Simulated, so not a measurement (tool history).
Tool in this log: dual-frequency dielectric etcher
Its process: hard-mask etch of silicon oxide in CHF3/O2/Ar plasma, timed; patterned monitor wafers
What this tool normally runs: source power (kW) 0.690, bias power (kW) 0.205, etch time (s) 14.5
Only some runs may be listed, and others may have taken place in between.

run,hour,source power (kW),bias power (kW),etch time (s),wafers since the last listed run,hours since the last wet clean,hours since the last source power generator calibration,hours since the last bias power generator calibration,hours since the last upper electrode change,hours since the gauge calibration,"read-back reference wafer on the same gauge, depth_nm",mean etch depth across the wafer (angstrom)
1,0.0,0.740,0.205,14.5,0,153.3,1211.7,2833.8,2859.4,363.9,33.39,298.8
2,91.2,0.690,0.205,14.5,911,244.5,1302.9,2925.0,2950.6,455.1,33.37,286.6
3,163.1,0.690,0.205,14.5,718,316.4,1374.8,2996.9,3022.5,527.0,33.38,288.1
4,269.1,0.690,0.205,14.5,1059,422.4,1480.8,3102.9,3128.5,633.0,33.41,286.2
5,334.8,0.690,0.205,14.5,656,488.1,1546.5,3168.6,3194.2,698.7,33.43,285.1
6,398.6,0.690,0.205,14.5,637,551.9,1610.3,3232.4,3258.0,762.5,33.42,287.6
# hour 437.2: wet clean of the chamber
# hour 467.0: bias power generator calibrated
# hour 633.7: source power generator calibrated
7,695.6,0.690,0.176,14.5,2649,258.4,61.9,228.6,3555.0,1059.5,33.43,273.9
# hour 750.6: gauge calibrated
# hour 805.2: upper electrode replaced
8,805.7,0.690,0.205,14.5,860,368.5,172.0,338.7,0.5,55.1,33.40,289.8
9,840.7,0.690,0.238,18.5,349,403.5,207.0,373.7,35.5,90.1,33.41,389.4
10,926.1,0.580,0.205,10.5,853,488.9,292.4,459.1,120.9,175.5,33.41,188.5
11,1030.1,0.690,0.249,16.0,1039,592.9,396.4,563.1,224.9,279.5,33.39,340.6
12,1067.6,0.530,0.242,16.0,374,630.4,433.9,600.6,262.4,317.0,33.39,289.5
# hour 1111.7: wet clean of the chamber
13,1112.2,0.690,0.205,14.5,205,0.5,478.5,645.2,307.0,361.6,33.37,287.9
14,1161.6,0.560,0.230,12.5,493,49.9,527.9,694.6,356.4,411.0,33.38,228.1

Here are 3 independent what-if runs from the current tool condition. What would each one return?
A,1162.0,0.690,0.255,14.5,3,50.3,528.3,695.0,356.8,411.4,?,?
B,1162.0,0.540,0.231,16.0,3,50.3,528.3,695.0,356.8,411.4,?,?
C,1162.0,0.580,0.175,14.5,3,50.3,528.3,695.0,356.8,411.4,?,?

run,"read-back reference wafer on the same gauge, depth_nm",mean etch depth across the wafer (angstrom)
A,33.39,310.0
B,33.39,285.6
C,33.39,244.6
The same runs, with their run-to-run variation unchanged, on a tool lacking any hidden condition would have given:
run,mean etch depth across the wafer (angstrom)
A,312.7
B,288.1
C,246.8
